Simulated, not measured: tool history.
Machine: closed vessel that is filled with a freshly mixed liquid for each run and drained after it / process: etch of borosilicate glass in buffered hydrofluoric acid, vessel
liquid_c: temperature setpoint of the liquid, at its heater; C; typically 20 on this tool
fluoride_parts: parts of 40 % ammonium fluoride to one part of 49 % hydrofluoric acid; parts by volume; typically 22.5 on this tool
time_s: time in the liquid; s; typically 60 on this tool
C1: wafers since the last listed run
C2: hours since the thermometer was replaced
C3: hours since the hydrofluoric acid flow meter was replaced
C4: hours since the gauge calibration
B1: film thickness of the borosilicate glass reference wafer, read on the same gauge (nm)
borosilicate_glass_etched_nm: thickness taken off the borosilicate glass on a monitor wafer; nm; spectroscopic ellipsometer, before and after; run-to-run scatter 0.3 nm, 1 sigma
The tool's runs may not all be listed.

run 1 hour=0 | liquid_c=20 fluoride_parts=29.5 time_s=60 | C1=0 C2=1227.1 C3=836.3 C4=412.4 | B1=50.01 | borosilicate_glass_etched_nm=22.43
run 2 hour=100.3 | liquid_c=20 fluoride_parts=22.5 time_s=55 | C1=8441 C2=1327.4 C3=936.6 C4=512.7 | B1=49.99 | borosilicate_glass_etched_nm=24.85
run 3 hour=186.6 | liquid_c=19 fluoride_parts=25.5 time_s=60 | C1=7263 C2=1413.7 C3=1022.9 C4=599 | B1=50.01 | borosilicate_glass_etched_nm=23.23
run 4 hour=249.1 | liquid_c=20 fluoride_parts=24.5 time_s=60 | C1=5260 C2=1476.2 C3=1085.4 C4=661.5 | B1=49.99 | borosilicate_glass_etched_nm=25.22
run 5 hour=337 | liquid_c=20 fluoride_parts=24.5 time_s=60 | C1=7398 C2=1564.1 C3=1173.3 C4=749.4 | B1=49.99 | borosilicate_glass_etched_nm=24.98
run 6 hour=378.5 | liquid_c=20 fluoride_parts=24.5 time_s=60 | C1=3492 C2=1605.6 C3=1214.8 C4=790.9 | B1=49.99 | borosilicate_glass_etched_nm=24.84
run 7 hour=427.7 | liquid_c=20 fluoride_parts=22.5 time_s=60 | C1=4140 C2=1654.8 C3=1264 C4=840.1 | B1=50 | borosilicate_glass_etched_nm=25.91
-- hour=508.9 thermometer replaced
run 8 hour=512.8 | liquid_c=20 fluoride_parts=22.5 time_s=60 | C1=7078 C2=3.9 C3=1349.1 C4=925.2 | B1=49.98 | borosilicate_glass_etched_nm=28.12
-- hour=567.1 gauge calibrated
run 9 hour=794.9 | liquid_c=20 fluoride_parts=22.5 time_s=85 | C1=23742 C2=286 C3=1631.2 C4=227.8 | B1=49.99 | borosilicate_glass_etched_nm=38.8
run 10 hour=895.2 | liquid_c=20 fluoride_parts=22.5 time_s=85 | C1=8441 C2=386.3 C3=1731.5 C4=328.1 | B1=50.01 | borosilicate_glass_etched_nm=38.88
run 11 hour=990.6 | liquid_c=22 fluoride_parts=14 time_s=35 | C1=8029 C2=481.7 C3=1826.9 C4=423.5 | B1=49.97 | borosilicate_glass_etched_nm=26.28
-- hour=1011.1 hydrofluoric acid flow meter replaced
run 12 hour=1036.7 | liquid_c=23.5 fluoride_parts=22.5 time_s=80 | C1=3795 C2=527.8 C3=25.6 C4=469.6 | B1=49.99 | borosilicate_glass_etched_nm=46.26
run 13 hour=1120.6 | liquid_c=20 fluoride_parts=22.5 time_s=60 | C1=7061 C2=611.7 C3=109.5 C4=553.5 | B1=50 | borosilicate_glass_etched_nm=28.99
run 14 hour=1210.1 | liquid_c=17 fluoride_parts=16 time_s=75 | C1=7532 C2=701.2 C3=199 C4=643 | B1=50 | borosilicate_glass_etched_nm=40.42
run 15 hour=1300.1 | liquid_c=17 fluoride_parts=28.5 time_s=40 | C1=7574 C2=791.2 C3=289 C4=733 | B1=50.01 | borosilicate_glass_etched_nm=13.47
run 16 hour=1343 | liquid_c=20 fluoride_parts=14.5 time_s=45 | C1=3610 C2=834.1 C3=331.9 C4=775.9 | B1=49.98 | borosilicate_glass_etched_nm=31.02
run 17 hour=1426.7 | liquid_c=20 fluoride_parts=22.5 time_s=60 | C1=7044 C2=917.8 C3=415.6 C4=859.6 | B1=49.99 | borosilicate_glass_etched_nm=28.37
run 18 hour=1484.5 | liquid_c=20 fluoride_parts=22.5 time_s=90 | C1=4864 C2=975.6 C3=473.4 C4=917.4 | B1=49.99 | borosilicate_glass_etched_nm=41.34
-- hour=1492.1 gauge calibrated
run 19 hour=1557 | liquid_c=17 fluoride_parts=16.5 time_s=60 | C1=6101 C2=1048.1 C3=545.9 C4=64.9 | B1=50 | borosilicate_glass_etched_nm=30.46
run 20 hour=1628.4 | liquid_c=20 fluoride_parts=22.5 time_s=60 | C1=6009 C2=1119.5 C3=617.3 C4=136.3 | B1=50 | borosilicate_glass_etched_nm=27.34

A few steps of borosilicate_glass_etched_nm between consecutive runs. Split each: what settings, incoming material and random variation would produce without the hidden state, and what is left over for the hidden state, along with gauge scatter present in only one of the two compared results (measured, and without hidden state):
The hidden state here: liquid colder than its thermometer reads (K); hydrofluoric acid flow below the setpoint (%); gauge reads high (%).
Run 7 -> 8: thermometer replaced. borosilicate_glass_etched_nm +2.21 nm: hidden state +1.79, all else +0.42.
Run 11 -> 12: liquid_c 22 -> 23.5, fluoride_parts 14 -> 22.5, time_s 35 -> 80, hydrofluoric acid flow meter replaced. borosilicate_glass_etched_nm +19.98 nm: hidden state +2.58, all else +17.4.
Run 14 -> 15: fluoride_parts 16 -> 28.5, time_s 75 -> 40. borosilicate_glass_etched_nm -26.95 nm: hidden state +1.47, all else -28.42.

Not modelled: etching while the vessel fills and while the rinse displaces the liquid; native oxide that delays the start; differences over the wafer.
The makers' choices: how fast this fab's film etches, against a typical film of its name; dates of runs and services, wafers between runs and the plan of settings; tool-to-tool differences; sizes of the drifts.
